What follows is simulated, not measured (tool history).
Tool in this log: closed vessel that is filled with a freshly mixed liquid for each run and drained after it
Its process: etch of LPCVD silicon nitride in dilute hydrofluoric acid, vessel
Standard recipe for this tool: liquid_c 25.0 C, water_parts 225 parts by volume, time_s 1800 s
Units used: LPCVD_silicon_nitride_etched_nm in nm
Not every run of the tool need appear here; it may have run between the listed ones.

| run | hour | liquid_c | water_parts | time_s | wafers since the last listed run | hours since the thermometer was replaced | hours since the hydrofluoric acid flow meter was replaced | hours since the gauge calibration | read-back film thickness of the LPCVD silicon nitride reference wafer, read on the same gauge (nm) | LPCVD_silicon_nitride_etched_nm |
|---|---|---|---|---|---|---|---|---|---|---|
| 1 | 0.0 | 25.0 | 225 | 2440 | 0 | 2014.2 | 930.3 | 359.2 | 140.024 | 6.599 |
| 2 | 20.9 | 25.0 | 225 | 2440 | 850 | 2035.1 | 951.2 | 380.1 | 140.003 | 6.469 |
| 3 | 37.8 | 25.0 | 225 | 1800 | 687 | 2052.0 | 968.1 | 397.0 | 140.009 | 4.795 |
| 4 | 59.2 | 25.0 | 225 | 1800 | 870 | 2073.4 | 989.5 | 418.4 | 140.006 | 4.733 |
| 5 | 88.3 | 25.0 | 225 | 1800 | 1183 | 2102.5 | 1018.6 | 447.5 | 139.992 | 4.817 |
| 6 | 119.4 | 25.0 | 250 | 1800 | 1265 | 2133.6 | 1049.7 | 478.6 | 140.006 | 4.382 |
| 7 | 134.9 | 25.0 | 250 | 1800 | 630 | 2149.1 | 1065.2 | 494.1 | 140.006 | 4.459 |
| 8 | 242.2 | 25.0 | 250 | 1800 | 4364 | 2256.4 | 1172.5 | 601.4 | 139.999 | 4.368 |
| 9 | 254.9 | 25.0 | 225 | 1800 | 516 | 2269.1 | 1185.2 | 614.1 | 139.986 | 4.852 |
| 10 | 268.7 | 25.0 | 225 | 1800 | 561 | 2282.9 | 1199.0 | 627.9 | 139.993 | 4.887 |
|  | 282.0 | thermometer replaced |
| 11 | 290.8 | 25.0 | 225 | 1800 | 858 | 8.8 | 1221.1 | 650.0 | 140.018 | 4.888 |
| 12 | 316.9 | 25.0 | 225 | 2465 | 1061 | 34.9 | 1247.2 | 676.1 | 140.007 | 6.666 |
| 13 | 332.7 | 25.0 | 225 | 2465 | 642 | 50.7 | 1263.0 | 691.9 | 139.979 | 6.634 |
| 14 | 347.6 | 25.0 | 225 | 1800 | 606 | 65.6 | 1277.9 | 706.8 | 140.018 | 4.982 |
| 15 | 373.9 | 25.0 | 225 | 1800 | 1069 | 91.9 | 1304.2 | 733.1 | 139.975 | 4.991 |
| 16 | 400.7 | 27.0 | 135 | 1800 | 1090 | 118.7 | 1331.0 | 759.9 | 139.984 | 9.233 |
| 17 | 422.8 | 25.0 | 225 | 1800 | 898 | 140.8 | 1353.1 | 782.0 | 139.975 | 4.883 |
| 18 | 458.3 | 25.0 | 225 | 1800 | 1444 | 176.3 | 1388.6 | 817.5 | 139.995 | 5.004 |
|  | 467.4 | hydrofluoric acid flow meter replaced |
| 19 | 488.7 | 26.5 | 225 | 1215 | 1195 | 206.7 | 21.3 | 847.9 | 140.018 | 3.286 |
| 20 | 503.5 | 20.0 | 190 | 2495 | 602 | 221.5 | 36.1 | 862.7 | 139.992 | 5.282 |
| 21 | 531.1 | 25.0 | 225 | 1800 | 1122 | 249.1 | 63.7 | 890.3 | 139.996 | 4.444 |
| 22 | 562.0 | 29.5 | 225 | 2185 | 1256 | 280.0 | 94.6 | 921.2 | 140.002 | 6.995 |
|  | 590.9 | gauge calibrated |
| 23 | 595.9 | 25.0 | 225 | 1800 | 1379 | 313.9 | 128.5 | 5.0 | 139.993 | 4.457 |
| 24 | 608.3 | 26.5 | 300 | 2615 | 504 | 326.3 | 140.9 | 17.4 | 139.985 | 5.378 |
| 25 | 621.1 | 25.0 | 120 | 1800 | 520 | 339.1 | 153.7 | 30.2 | 139.989 | 8.279 |
| 26 | 653.4 | 22.0 | 180 | 1800 | 1313 | 371.4 | 186.0 | 62.5 | 139.979 | 4.725 |
| 27 | 732.2 | 20.5 | 225 | 2835 | 3205 | 450.2 | 264.8 | 141.3 | 140.010 | 5.363 |
| 28 | 792.1 | 25.0 | 225 | 1800 | 2436 | 510.1 | 324.7 | 201.2 | 140.031 | 4.532 |

What if the next run were any one of these 3? Each begins from the tool's condition after run 28:
| A | 793.2 | 25.0 | 285 | 1800 | 44 | 511.2 | 325.8 | 202.3 | ? | ? |
| B | 793.2 | 25.0 | 255 | 2595 | 44 | 511.2 | 325.8 | 202.3 | ? | ? |
| C | 793.2 | 23.5 | 260 | 1800 | 44 | 511.2 | 325.8 | 202.3 | ? | ? |

| run | read-back film thickness of the LPCVD silicon nitride reference wafer, read on the same gauge (nm) | LPCVD_silicon_nitride_etched_nm |
|---|---|---|
| A | 139.994 | 3.626 |
| B | 139.994 | 5.839 |
| C | 139.994 | 3.621 |
The same runs, with their run-to-run variation unchanged, on a tool lacking any hidden condition would have given:
| run | LPCVD_silicon_nitride_etched_nm |
|---|---|
| A | 3.536 |
| B | 5.695 |
| C | 3.532 |

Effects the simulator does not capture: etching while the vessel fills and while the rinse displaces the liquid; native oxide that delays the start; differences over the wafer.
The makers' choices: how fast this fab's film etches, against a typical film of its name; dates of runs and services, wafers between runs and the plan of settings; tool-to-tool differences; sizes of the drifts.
